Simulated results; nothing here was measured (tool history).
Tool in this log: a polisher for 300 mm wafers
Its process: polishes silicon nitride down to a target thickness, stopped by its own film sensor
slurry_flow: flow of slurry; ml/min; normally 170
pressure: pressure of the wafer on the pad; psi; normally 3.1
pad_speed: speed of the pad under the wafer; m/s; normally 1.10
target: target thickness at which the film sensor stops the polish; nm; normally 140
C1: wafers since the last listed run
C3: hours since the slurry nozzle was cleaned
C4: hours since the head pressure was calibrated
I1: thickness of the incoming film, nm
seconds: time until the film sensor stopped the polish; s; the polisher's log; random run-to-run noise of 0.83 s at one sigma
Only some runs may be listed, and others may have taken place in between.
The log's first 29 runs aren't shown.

-- hour=1655.1 slurry nozzle cleaned
run 30 hour=1672.0 | slurry_flow=140 pressure=3.8 pad_speed=0.86 target=111 | C1=522 wafers_polished_on_this_pad=4701 C3=16.9 C4=213.8 | I1=296.8 | seconds=121.6
-- hour=1680.2 worn pad replaced by a new one
run 31 hour=1707.8 | slurry_flow=170 pressure=3.1 pad_speed=1.10 target=140 | C1=356 wafers_polished_on_this_pad=309 C3=52.7 C4=249.6 | I1=299.3 | seconds=97.8
run 32 hour=1736.4 | slurry_flow=170 pressure=3.1 pad_speed=1.10 target=140 | C1=320 wafers_polished_on_this_pad=629 C3=81.3 C4=278.2 | I1=301.8 | seconds=99.7
run 33 hour=1776.8 | slurry_flow=205 pressure=2.8 pad_speed=1.32 target=162 | C1=452 wafers_polished_on_this_pad=1082 C3=121.7 C4=318.6 | I1=299.4 | seconds=78.2
run 34 hour=1803.1 | slurry_flow=135 pressure=3.9 pad_speed=0.88 target=169 | C1=294 wafers_polished_on_this_pad=1377 C3=148.0 C4=344.9 | I1=298.3 | seconds=84.7
-- hour=1829.0 head pressure recalibrated
run 35 hour=1832.0 | slurry_flow=200 pressure=3.1 pad_speed=1.10 target=140 | C1=301 wafers_polished_on_this_pad=1679 C3=176.9 C4=3.0 | I1=302.0 | seconds=99.2
run 36 hour=1866.1 | slurry_flow=205 pressure=4.0 pad_speed=1.10 target=193 | C1=382 wafers_polished_on_this_pad=2061 C3=211.0 C4=37.1 | I1=296.8 | seconds=50.6
run 37 hour=1896.2 | slurry_flow=200 pressure=3.7 pad_speed=0.84 target=117 | C1=337 wafers_polished_on_this_pad=2398 C3=241.1 C4=67.2 | I1=300.1 | seconds=122.2

3 ways to go on from here, each from the tool as it stands after run 37. What would each give?
run A hour=1896.6 | slurry_flow=195 pressure=3.1 pad_speed=1.10 target=140 | C1=4 wafers_polished_on_this_pad=2403 C3=241.5 C4=67.6 | I1=305.9 | seconds=?
run B hour=1896.6 | slurry_flow=200 pressure=3.1 pad_speed=0.84 target=140 | C1=4 wafers_polished_on_this_pad=2403 C3=241.5 C4=67.6 | I1=305.9 | seconds=?
run C hour=1896.6 | slurry_flow=170 pressure=2.2 pad_speed=1.10 target=140 | C1=4 wafers_polished_on_this_pad=2403 C3=241.5 C4=67.6 | I1=305.9 | seconds=?

run=A seconds=102.8
run=B seconds=127.0
run=C seconds=137.3
With no hidden state in the tool, these same runs would have given:
run=A seconds=98.2
run=B seconds=121.4
run=C seconds=130.3

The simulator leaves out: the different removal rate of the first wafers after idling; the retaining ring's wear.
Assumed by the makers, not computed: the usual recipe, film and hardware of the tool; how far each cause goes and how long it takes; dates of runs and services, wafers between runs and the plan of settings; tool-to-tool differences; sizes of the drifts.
